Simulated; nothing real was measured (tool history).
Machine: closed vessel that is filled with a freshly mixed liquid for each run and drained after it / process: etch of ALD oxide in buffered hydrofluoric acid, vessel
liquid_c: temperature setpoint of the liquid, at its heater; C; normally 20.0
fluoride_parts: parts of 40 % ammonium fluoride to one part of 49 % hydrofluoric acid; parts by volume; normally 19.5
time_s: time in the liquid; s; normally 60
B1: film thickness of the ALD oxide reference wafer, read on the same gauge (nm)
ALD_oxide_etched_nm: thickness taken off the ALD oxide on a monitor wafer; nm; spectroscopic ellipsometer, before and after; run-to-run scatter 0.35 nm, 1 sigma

run 1 hour=0.0 | liquid_c=20.0 fluoride_parts=22.0 time_s=45 | B1=150.03 | ALD_oxide_etched_nm=53.60
run 2 hour=79.1 | liquid_c=20.0 fluoride_parts=19.5 time_s=60 | B1=150.03 | ALD_oxide_etched_nm=76.88
run 3 hour=140.7 | liquid_c=20.0 fluoride_parts=19.5 time_s=60 | B1=149.98 | ALD_oxide_etched_nm=77.11
run 4 hour=238.0 | liquid_c=20.0 fluoride_parts=22.5 time_s=60 | B1=149.97 | ALD_oxide_etched_nm=69.01
-- hour=265.4 gauge calibrated
run 5 hour=293.8 | liquid_c=17.5 fluoride_parts=19.5 time_s=60 | B1=149.96 | ALD_oxide_etched_nm=65.30
-- hour=311.6 hydrofluoric acid flow meter replaced
-- hour=327.4 thermometer replaced
run 6 hour=370.5 | liquid_c=21.5 fluoride_parts=19.5 time_s=60 | B1=150.00 | ALD_oxide_etched_nm=88.35
run 7 hour=445.2 | liquid_c=21.5 fluoride_parts=19.5 time_s=60 | B1=149.96 | ALD_oxide_etched_nm=87.82
run 8 hour=513.8 | liquid_c=20.0 fluoride_parts=19.5 time_s=60 | B1=149.98 | ALD_oxide_etched_nm=80.08
run 9 hour=785.0 | liquid_c=20.0 fluoride_parts=25.0 time_s=75 | B1=149.99 | ALD_oxide_etched_nm=82.54
run 10 hour=844.5 | liquid_c=20.0 fluoride_parts=13.5 time_s=85 | B1=150.04 | ALD_oxide_etched_nm=158.00
run 11 hour=950.5 | liquid_c=20.0 fluoride_parts=13.5 time_s=85 | B1=149.97 | ALD_oxide_etched_nm=157.66
run 12 hour=1040.0 | liquid_c=20.0 fluoride_parts=19.5 time_s=60 | B1=150.02 | ALD_oxide_etched_nm=76.49
run 13 hour=1107.1 | liquid_c=20.0 fluoride_parts=14.5 time_s=45 | B1=150.01 | ALD_oxide_etched_nm=76.84
-- hour=1140.6 thermometer replaced
run 14 hour=1208.3 | liquid_c=20.0 fluoride_parts=19.5 time_s=60 | B1=150.04 | ALD_oxide_etched_nm=79.82
run 15 hour=1285.6 | liquid_c=18.5 fluoride_parts=19.5 time_s=60 | B1=150.03 | ALD_oxide_etched_nm=71.73
run 16 hour=1334.0 | liquid_c=17.0 fluoride_parts=19.5 time_s=90 | B1=149.95 | ALD_oxide_etched_nm=99.49
run 17 hour=1388.5 | liquid_c=23.0 fluoride_parts=22.0 time_s=85 | B1=150.00 | ALD_oxide_etched_nm=120.94
run 18 hour=1573.5 | liquid_c=20.0 fluoride_parts=14.5 time_s=45 | B1=149.98 | ALD_oxide_etched_nm=76.83
run 19 hour=1636.6 | liquid_c=18.0 fluoride_parts=16.5 time_s=70 | B1=150.05 | ALD_oxide_etched_nm=94.51
run 20 hour=1704.6 | liquid_c=20.0 fluoride_parts=15.0 time_s=60 | B1=150.02 | ALD_oxide_etched_nm=98.85
-- hour=1912.0 hydrofluoric acid flow meter replaced
-- hour=1917.8 thermometer replaced
run 21 hour=1920.8 | liquid_c=24.5 fluoride_parts=27.5 time_s=30 | B1=150.00 | ALD_oxide_etched_nm=40.94
run 22 hour=1978.5 | liquid_c=23.5 fluoride_parts=16.0 time_s=30 | B1=149.98 | ALD_oxide_etched_nm=59.78
run 23 hour=2143.1 | liquid_c=18.5 fluoride_parts=22.0 time_s=60 | B1=150.00 | ALD_oxide_etched_nm=67.15
run 24 hour=2223.5 | liquid_c=21.5 fluoride_parts=15.0 time_s=85 | B1=150.00 | ALD_oxide_etched_nm=158.61
run 25 hour=2313.1 | liquid_c=22.0 fluoride_parts=19.5 time_s=35 | B1=150.01 | ALD_oxide_etched_nm=51.31
run 26 hour=2358.5 | liquid_c=24.0 fluoride_parts=16.0 time_s=50 | B1=149.98 | ALD_oxide_etched_nm=99.51
run 27 hour=2448.3 | liquid_c=23.5 fluoride_parts=16.0 time_s=80 | B1=150.00 | ALD_oxide_etched_nm=152.43
run 28 hour=2506.1 | liquid_c=20.0 fluoride_parts=19.5 time_s=60 | B1=150.00 | ALD_oxide_etched_nm=77.39
run 29 hour=2543.7 | liquid_c=20.0 fluoride_parts=26.5 time_s=60 | B1=150.03 | ALD_oxide_etched_nm=62.96
run 30 hour=2614.4 | liquid_c=20.0 fluoride_parts=27.0 time_s=60 | B1=150.01 | ALD_oxide_etched_nm=61.05
run 31 hour=2700.5 | liquid_c=17.5 fluoride_parts=25.0 time_s=40 | B1=150.00 | ALD_oxide_etched_nm=36.82
-- hour=2727.1 thermometer replaced
run 32 hour=2755.5 | liquid_c=24.5 fluoride_parts=26.5 time_s=30 | B1=149.98 | ALD_oxide_etched_nm=41.57
run 33 hour=2848.4 | liquid_c=22.0 fluoride_parts=22.5 time_s=50 | B1=150.05 | ALD_oxide_etched_nm=66.93
run 34 hour=2938.1 | liquid_c=20.0 fluoride_parts=26.5 time_s=85 | B1=150.01 | ALD_oxide_etched_nm=89.73

For some of the steps in ALD_oxide_etched_nm from one run to the next: how much would appear even if the tool had no hidden state, given the settings, what came in and random variation, and how much remains for the hidden state plus any gauge scatter that the measured result and the result without hidden state don't share?
What the log doesn't record here: liquid colder than its thermometer reads (K); hydrofluoric acid flow below the setpoint (%); gauge reads high (%).
Run 5 -> 6: liquid_c 17.5 -> 21.5, hydrofluoric acid flow meter replaced, thermometer replaced. ALD_oxide_etched_nm +23.05 nm: hidden state +4.94, all else +18.11.
Run 9 -> 10: fluoride_parts 25.0 -> 13.5, time_s 75 -> 85. ALD_oxide_etched_nm +75.46 nm: hidden state -4.85, all else +80.31.
Run 11 -> 12: fluoride_parts 13.5 -> 19.5, time_s 85 -> 60. ALD_oxide_etched_nm -81.17 nm: hidden state +4.43, all else -85.60.
Run 20 -> 21: liquid_c 20.0 -> 24.5, fluoride_parts 15.0 -> 27.5, time_s 60 -> 30, hydrofluoric acid flow meter replaced, thermometer replaced. ALD_oxide_etched_nm -57.91 nm: hidden state +7.86, all else -65.77.
Run 23 -> 24: liquid_c 18.5 -> 21.5, fluoride_parts 22.0 -> 15.0, time_s 60 -> 85. ALD_oxide_etched_nm +91.46 nm: hidden state -3.82, all else +95.28.
Run 24 -> 25: liquid_c 21.5 -> 22.0, fluoride_parts 15.0 -> 19.5, time_s 85 -> 35. ALD_oxide_etched_nm -107.30 nm: hidden state +3.35, all else -110.65.
